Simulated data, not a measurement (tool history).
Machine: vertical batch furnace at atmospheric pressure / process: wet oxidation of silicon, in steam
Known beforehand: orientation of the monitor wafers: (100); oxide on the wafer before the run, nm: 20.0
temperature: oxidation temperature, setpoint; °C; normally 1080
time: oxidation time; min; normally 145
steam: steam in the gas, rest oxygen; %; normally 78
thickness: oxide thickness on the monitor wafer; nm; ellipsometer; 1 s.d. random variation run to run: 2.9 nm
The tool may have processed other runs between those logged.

run     day  temperature   time  steam  wafers since the last listed run  hours since the last temperature calibration  hours since the steam generator was serviced  hours since the gauge calibration  read-back reference wafer on the same gauge, thickness  thickness
  1       0         1080    145     72                                 0                                        3560.6                                        1066.4                              238.9                                                  1119.2     868.03
  2   1.408         1070    145     78                               446                                        3594.4                                        1100.2                              272.7                                                 1119.37     872.08
  3   3.129         1070    145     78                               545                                        3635.7                                        1141.5                                314                                                 1118.61     867.69
  4    4.95         1080    145     78                               577                                        3679.4                                        1185.2                              357.7                                                  1118.8     904.89
  5   7.358         1080    145     78                               763                                        3737.2                                          1243                              415.5                                                 1118.42     904.02
  6  10.279         1080  118.5     78                               925                                        3807.3                                        1313.1                              485.6                                                 1119.37     806.53
  7   12.25         1080  118.5     78                               624                                        3854.6                                        1360.4                              532.9                                                  1118.9     807.83
  8   13.55         1089    187     78                               412                                        3885.8                                        1391.6                              564.1                                                 1119.62    1070.19
  9  14.792         1080    145     69                               393                                        3915.6                                        1421.4                              593.9                                                  1118.8     846.53
 10  15.967         1080    145     81                               372                                        3943.8                                        1449.6                              622.1                                                 1118.06     921.71
 11  18.425         1080    145     81                               779                                        4002.8                                        1508.6                              681.1                                                 1119.66     916.66
 12  20.221         1080    145     78                               569                                        4045.9                                        1551.7                              724.2                                                 1118.92     898.96
 13  22.571         1080    145     78                               744                                        4102.3                                        1608.1                              780.6                                                 1119.16     901.41
     24.446  -- thermocouples replaced and temperature profile calibrated
     24.467  -- gauge calibrated
     25.388  -- steam generator serviced
 14  25.492         1080    145     78                               311                                          25.1                                           2.5                               24.6                                                 1119.06     946.23
 15  28.288         1080    115     78                               886                                          92.2                                          69.6                               91.7                                                 1118.45     826.61

Predict the results of run 16:
 16  30.083         1060   124     78                               569                                         135.3                                         112.7                              134.8                                                       ?          ?

Run 16 measured read-back reference wafer on the same gauge, thickness 1119.95, thickness 795.93 nm.
The same run, on a tool lacking any hidden state, would have yielded thickness 803.96 nm.
